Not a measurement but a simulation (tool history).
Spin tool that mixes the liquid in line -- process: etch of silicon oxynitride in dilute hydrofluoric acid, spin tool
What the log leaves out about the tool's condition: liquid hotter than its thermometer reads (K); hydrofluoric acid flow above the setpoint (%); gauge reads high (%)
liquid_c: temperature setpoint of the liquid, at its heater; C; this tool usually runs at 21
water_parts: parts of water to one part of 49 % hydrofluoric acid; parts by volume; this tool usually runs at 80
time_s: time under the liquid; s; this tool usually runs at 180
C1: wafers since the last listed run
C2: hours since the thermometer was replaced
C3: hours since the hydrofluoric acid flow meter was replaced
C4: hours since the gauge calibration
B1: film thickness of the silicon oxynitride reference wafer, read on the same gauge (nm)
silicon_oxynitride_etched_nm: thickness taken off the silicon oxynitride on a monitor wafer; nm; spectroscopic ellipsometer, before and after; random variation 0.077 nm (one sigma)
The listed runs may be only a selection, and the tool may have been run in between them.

{"run": 1, "hour": 0.0, "liquid_c": 21, "water_parts": 80, "time_s": 180, "C1": 0, "C2": 1566.6, "C3": 432.3, "C4": 99.7, "B1": 109.97, "silicon_oxynitride_etched_nm": 11.22}
{"run": 2, "hour": 8.0, "liquid_c": 21, "water_parts": 80, "time_s": 180, "C1": 46, "C2": 1574.6, "C3": 440.3, "C4": 107.7, "B1": 110.02, "silicon_oxynitride_etched_nm": 11.2}
{"run": 3, "hour": 15.5, "liquid_c": 18, "water_parts": 80, "time_s": 180, "C1": 43, "C2": 1582.1, "C3": 447.8, "C4": 115.2, "B1": 110.02, "silicon_oxynitride_etched_nm": 9.74}
{"run": 4, "hour": 25.1, "liquid_c": 21, "water_parts": 80, "time_s": 180, "C1": 55, "C2": 1591.7, "C3": 457.4, "C4": 124.8, "B1": 109.99, "silicon_oxynitride_etched_nm": 11.39}
{"run": 5, "hour": 42.3, "liquid_c": 21, "water_parts": 80, "time_s": 180, "C1": 99, "C2": 1608.9, "C3": 474.6, "C4": 142, "B1": 110.01, "silicon_oxynitride_etched_nm": 11.28}
{"run": 6, "hour": 59.0, "liquid_c": 21, "water_parts": 80, "time_s": 220, "C1": 96, "C2": 1625.6, "C3": 491.3, "C4": 158.7, "B1": 110, "silicon_oxynitride_etched_nm": 13.96}
{"run": 7, "hour": 76.0, "liquid_c": 25, "water_parts": 80, "time_s": 180, "C1": 98, "C2": 1642.6, "C3": 508.3, "C4": 175.7, "B1": 109.99, "silicon_oxynitride_etched_nm": 13.78}
{"run": 8, "hour": 92.6, "liquid_c": 25, "water_parts": 80, "time_s": 180, "C1": 96, "C2": 1659.2, "C3": 524.9, "C4": 192.3, "B1": 109.99, "silicon_oxynitride_etched_nm": 14.07}
{"run": 9, "hour": 99.4, "liquid_c": 25, "water_parts": 80, "time_s": 180, "C1": 39, "C2": 1666, "C3": 531.7, "C4": 199.1, "B1": 109.99, "silicon_oxynitride_etched_nm": 13.92}
{"run": 10, "hour": 109.3, "liquid_c": 21, "water_parts": 80, "time_s": 180, "C1": 57, "C2": 1675.9, "C3": 541.6, "C4": 209, "B1": 110.01, "silicon_oxynitride_etched_nm": 11.66}
{"run": 11, "hour": 116.3, "liquid_c": 21, "water_parts": 80, "time_s": 180, "C1": 40, "C2": 1682.9, "C3": 548.6, "C4": 216, "B1": 110.01, "silicon_oxynitride_etched_nm": 11.55}
{"run": 12, "hour": 123.7, "liquid_c": 19.5, "water_parts": 95, "time_s": 105, "C1": 42, "C2": 1690.3, "C3": 556, "C4": 223.4, "B1": 109.96, "silicon_oxynitride_etched_nm": 5.31}
{"hour": 126.3, "done": "thermometer replaced"}
{"run": 13, "hour": 139.0, "liquid_c": 23.5, "water_parts": 55, "time_s": 240, "C1": 82, "C2": 12.7, "C3": 571.3, "C4": 238.7, "B1": 110.03, "silicon_oxynitride_etched_nm": 26}
{"hour": 146.6, "done": "hydrofluoric acid flow meter replaced"}
{"run": 14, "hour": 147.1, "liquid_c": 25.5, "water_parts": 80, "time_s": 180, "C1": 41, "C2": 20.8, "C3": 0.5, "C4": 246.8, "B1": 110.01, "silicon_oxynitride_etched_nm": 12.68}
{"hour": 152.3, "done": "gauge calibrated"}
{"run": 15, "hour": 163.7, "liquid_c": 21, "water_parts": 80, "time_s": 180, "C1": 96, "C2": 37.4, "C3": 17.1, "C4": 11.4, "B1": 110.02, "silicon_oxynitride_etched_nm": 10.35}
{"run": 16, "hour": 173.2, "liquid_c": 17, "water_parts": 100, "time_s": 280, "C1": 54, "C2": 46.9, "C3": 26.6, "C4": 20.9, "B1": 109.97, "silicon_oxynitride_etched_nm": 10.38}
{"run": 17, "hour": 183.6, "liquid_c": 21, "water_parts": 80, "time_s": 120, "C1": 60, "C2": 57.3, "C3": 37, "C4": 31.3, "B1": 109.99, "silicon_oxynitride_etched_nm": 7.03}
{"run": 18, "hour": 196.1, "liquid_c": 19.5, "water_parts": 80, "time_s": 75, "C1": 72, "C2": 69.8, "C3": 49.5, "C4": 43.8, "B1": 110, "silicon_oxynitride_etched_nm": 4.05}
{"run": 19, "hour": 212.4, "liquid_c": 25, "water_parts": 70, "time_s": 285, "C1": 94, "C2": 86.1, "C3": 65.8, "C4": 60.1, "B1": 109.96, "silicon_oxynitride_etched_nm": 23.37}
{"run": 20, "hour": 224.7, "liquid_c": 24, "water_parts": 110, "time_s": 265, "C1": 71, "C2": 98.4, "C3": 78.1, "C4": 72.4, "B1": 110, "silicon_oxynitride_etched_nm": 12.74}
{"run": 21, "hour": 232.3, "liquid_c": 21, "water_parts": 80, "time_s": 150, "C1": 43, "C2": 106, "C3": 85.7, "C4": 80, "B1": 110, "silicon_oxynitride_etched_nm": 8.79}
{"run": 22, "hour": 240.6, "liquid_c": 21, "water_parts": 80, "time_s": 180, "C1": 48, "C2": 114.3, "C3": 94, "C4": 88.3, "B1": 109.98, "silicon_oxynitride_etched_nm": 10.64}

Hidden state, per run?
liquid hotter than its thermometer reads (K): 0 at every run
gauge reads high (%): 0 at every run
H1: hydrofluoric acid flow above the setpoint (%)
run=1 H1=10.1
run=2 H1=10.3
run=3 H1=10.4
run=4 H1=10.6
run=5 H1=11
run=6 H1=11.3
run=7 H1=11.6
run=8 H1=12
run=9 H1=12.1
run=10 H1=12.3
run=11 H1=12.5
run=12 H1=12.6
run=13 H1=12.9
run=14 H1=1.43
run=15 H1=1.77
run=16 H1=1.96
run=17 H1=2.17
run=18 H1=2.43
run=19 H1=2.76
run=20 H1=3.01
run=21 H1=3.16
run=22 H1=3.33
